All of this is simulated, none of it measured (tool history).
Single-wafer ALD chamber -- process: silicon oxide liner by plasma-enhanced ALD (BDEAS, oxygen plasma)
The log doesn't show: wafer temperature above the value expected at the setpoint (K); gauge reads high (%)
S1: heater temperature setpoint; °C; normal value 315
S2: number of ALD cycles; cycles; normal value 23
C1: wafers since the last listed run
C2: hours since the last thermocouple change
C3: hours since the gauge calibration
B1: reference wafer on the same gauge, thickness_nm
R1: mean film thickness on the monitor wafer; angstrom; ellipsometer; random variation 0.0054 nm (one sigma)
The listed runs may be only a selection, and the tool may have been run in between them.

run 1 hour=0.0 | S1=315 S2=23 | C1=0 C2=16.1 C3=148.8 | B1=1.973 | R1=21.49
run 2 hour=47.0 | S1=315 S2=23 | C1=735 C2=63.1 C3=195.8 | B1=1.970 | R1=21.49
run 3 hour=101.9 | S1=315 S2=23 | C1=858 C2=118.0 C3=250.7 | B1=1.970 | R1=21.46
run 4 hour=136.5 | S1=315 S2=26 | C1=541 C2=152.6 C3=285.3 | B1=1.972 | R1=24.33
run 5 hour=198.9 | S1=315 S2=26 | C1=976 C2=215.0 C3=347.7 | B1=1.966 | R1=24.26
run 6 hour=238.8 | S1=315 S2=26 | C1=624 C2=254.9 C3=387.6 | B1=1.970 | R1=24.23
run 7 hour=300.5 | S1=306 S2=23 | C1=965 C2=316.6 C3=449.3 | B1=1.972 | R1=21.74
run 8 hour=361.4 | S1=310 S2=23 | C1=952 C2=377.5 C3=510.2 | B1=1.969 | R1=21.71
run 9 hour=418.9 | S1=315 S2=23 | C1=899 C2=435.0 C3=567.7 | B1=1.971 | R1=21.49
run 10 hour=451.3 | S1=315 S2=23 | C1=506 C2=467.4 C3=600.1 | B1=1.970 | R1=21.50
run 11 hour=477.3 | S1=315 S2=23 | C1=406 C2=493.4 C3=626.1 | B1=1.972 | R1=21.53
run 12 hour=544.3 | S1=315 S2=23 | C1=1048 C2=560.4 C3=693.1 | B1=1.969 | R1=21.47
run 13 hour=575.7 | S1=315 S2=23 | C1=491 C2=591.8 C3=724.5 | B1=1.969 | R1=21.36
run 14 hour=627.0 | S1=315 S2=22 | C1=802 C2=643.1 C3=775.8 | B1=1.973 | R1=20.41
-- hour=637.6 gauge calibrated
run 15 hour=655.9 | S1=315 S2=22 | C1=452 C2=672.0 C3=18.3 | B1=1.968 | R1=20.47
run 16 hour=725.9 | S1=315 S2=26 | C1=1095 C2=742.0 C3=88.3 | B1=1.967 | R1=24.17
run 17 hour=775.2 | S1=315 S2=23 | C1=771 C2=791.3 C3=137.6 | B1=1.970 | R1=21.41
run 18 hour=836.9 | S1=329 S2=27 | C1=965 C2=853.0 C3=199.3 | B1=1.970 | R1=24.43
run 19 hour=902.8 | S1=325 S2=25 | C1=1030 C2=918.9 C3=265.2 | B1=1.970 | R1=22.71
run 20 hour=950.2 | S1=315 S2=21 | C1=741 C2=966.3 C3=312.6 | B1=1.971 | R1=19.45
-- hour=967.7 thermocouple changed; heater temperature recalibrated
run 21 hour=980.8 | S1=326 S2=23 | C1=353 C2=13.1 C3=343.2 | B1=1.971 | R1=21.12
run 22 hour=1051.0 | S1=324 S2=27 | C1=1098 C2=83.3 C3=413.4 | B1=1.973 | R1=24.81
run 23 hour=1085.2 | S1=315 S2=25 | C1=535 C2=117.5 C3=447.6 | B1=1.971 | R1=23.33
run 24 hour=1138.0 | S1=328 S2=19 | C1=826 C2=170.3 C3=500.4 | B1=1.968 | R1=17.39
run 25 hour=1201.7 | S1=322 S2=21 | C1=996 C2=234.0 C3=564.1 | B1=1.969 | R1=19.39
run 26 hour=1265.3 | S1=315 S2=23 | C1=995 C2=297.6 C3=627.7 | B1=1.970 | R1=21.47
run 27 hour=1313.3 | S1=320 S2=23 | C1=750 C2=345.6 C3=675.7 | B1=1.970 | R1=21.22
run 28 hour=1343.0 | S1=329 S2=21 | C1=464 C2=375.3 C3=705.4 | B1=1.970 | R1=19.09
run 29 hour=1411.7 | S1=301 S2=24 | C1=1074 C2=444.0 C3=774.1 | B1=1.970 | R1=22.89
run 30 hour=1442.6 | S1=326 S2=27 | C1=483 C2=474.9 C3=805.0 | B1=1.969 | R1=24.74
run 31 hour=1489.4 | S1=303 S2=20 | C1=732 C2=521.7 C3=851.8 | B1=1.969 | R1=19.02

Hidden state, per run?
gauge reads high (%): 0 at every run
H1: wafer temperature above the value expected at the setpoint (K)
run=1 H1=-0.786
run=2 H1=-0.763
run=3 H1=-0.701
run=4 H1=-0.642
run=5 H1=-0.499
run=6 H1=-0.382
run=7 H1=-0.161
run=8 H1=0.103
run=9 H1=0.395
run=10 H1=0.577
run=11 H1=0.734
run=12 H1=1.17
run=13 H1=1.4
run=14 H1=1.8
run=15 H1=2.03
run=16 H1=2.65
run=17 H1=3.13
run=18 H1=3.76
run=19 H1=4.49
run=20 H1=5.05
run=21 H1=-1.02
run=22 H1=-0.98
run=23 H1=-0.938
run=24 H1=-0.843
run=25 H1=-0.682
run=26 H1=-0.47
run=27 H1=-0.277
run=28 H1=-0.143
run=29 H1=0.208
run=30 H1=0.386
run=31 H1=0.677
